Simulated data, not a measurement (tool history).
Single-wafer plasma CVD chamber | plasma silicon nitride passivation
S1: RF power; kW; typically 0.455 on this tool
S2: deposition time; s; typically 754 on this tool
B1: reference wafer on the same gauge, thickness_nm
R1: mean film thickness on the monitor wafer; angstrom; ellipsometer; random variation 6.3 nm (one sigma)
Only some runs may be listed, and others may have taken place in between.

run    hour     S1   S2        B1        R1
  1       0  0.455  754   1211.68  10618.69
  2    61.4  0.455  754  1213.746  10737.86
  3    89.5  0.455  754  1216.397  10556.29
  4   139.9  0.455  754  1216.672  10673.54
  5   192.5  0.455  754  1217.996  10744.67
  6     255  0.455  754  1222.039  10697.24
  7     319  0.455  754  1223.898  10758.12
  8   361.8  0.455  754  1228.862  10741.88
  9   425.5  0.455  754   1230.11  10778.32
 10     478  0.455  754  1233.659  10762.16
 11   536.7  0.455  754  1236.302  10745.61
 12   574.8  0.415  754  1239.658  10636.39
 13   609.5  0.415  754  1243.326  10724.83
 14   634.4  0.415  754  1243.526  10532.37
 15   695.9  0.455  754   1249.69  11018.71
 16   732.4  0.455  754  1252.724  11030.95
 17   801.2  0.455  754  1256.735  11005.49
 18   863.9  0.455  754  1263.017  11020.02
 19     920   0.39  813  1269.049  11677.84
 20   991.2  0.405  903  1272.754  12980.99
 21  1031.7  0.375  795   1278.11  11203.23
 22  1069.2  0.455  754  1281.048   11220.7
 23  1129.3  0.375  864   1286.81  12303.54
 24  1188.6  0.455  754  1293.316  11360.47
 25  1212.7    0.5  896  1295.494  13776.25
 26  1262.6   0.51  754  1299.957  11692.92
 27    1330  0.425  798  1213.238  11199.55
 28  1392.8  0.455  754  1214.057  10627.02
 29  1453.7  0.455  865  1214.284  12184.69
 30  1492.5   0.53  603  1215.358   8913.63
 31    1548  0.455  811  1215.811  11437.37
 32  1589.2   0.54  659  1217.819   9689.13
 33  1655.7  0.455  754  1218.398  10650.21
 34  1776.3  0.455  754  1220.727  10733.03
 35  1832.5   0.49  635  1223.028   9248.42
 36  1868.3   0.42  866   1223.97  12090.39
 37    1929   0.54  845  1225.707  12557.82
 38  1954.3  0.455  754   1226.99  10702.93
 39  2013.3  0.455  686   1229.54   9816.65
 40  2074.7  0.505  822   1232.79  12190.75
 41  2117.1  0.535  656  1231.781   9724.73
 42  2145.6  0.455  754  1234.468  10776.66

Not shown here: 3 entries made in the log between runs. Locate each between two listed runs and compare the hidden state at the listed run before it with the hidden state at the listed run after it:
From run 19 to run 20: RF generator calibrated (hour 967)
  gauge reads high (%): 4.71 -> 5.23
  measured less the result without the state, R1: +525.01 -> +645.14 angstrom
From run 26 to run 27: gauge calibrated (hour 1280.2)
  gauge reads high (%): 7.44 -> 0.318
  measured less the result without the state, R1: +809.9 -> +35.53 angstrom
From run 30 to run 31: showerhead replaced (hour 1512.1)
  gauge reads high (%): 0.419 -> 0.482
  measured less the result without the state, R1: +37.21 -> +54.91 angstrom
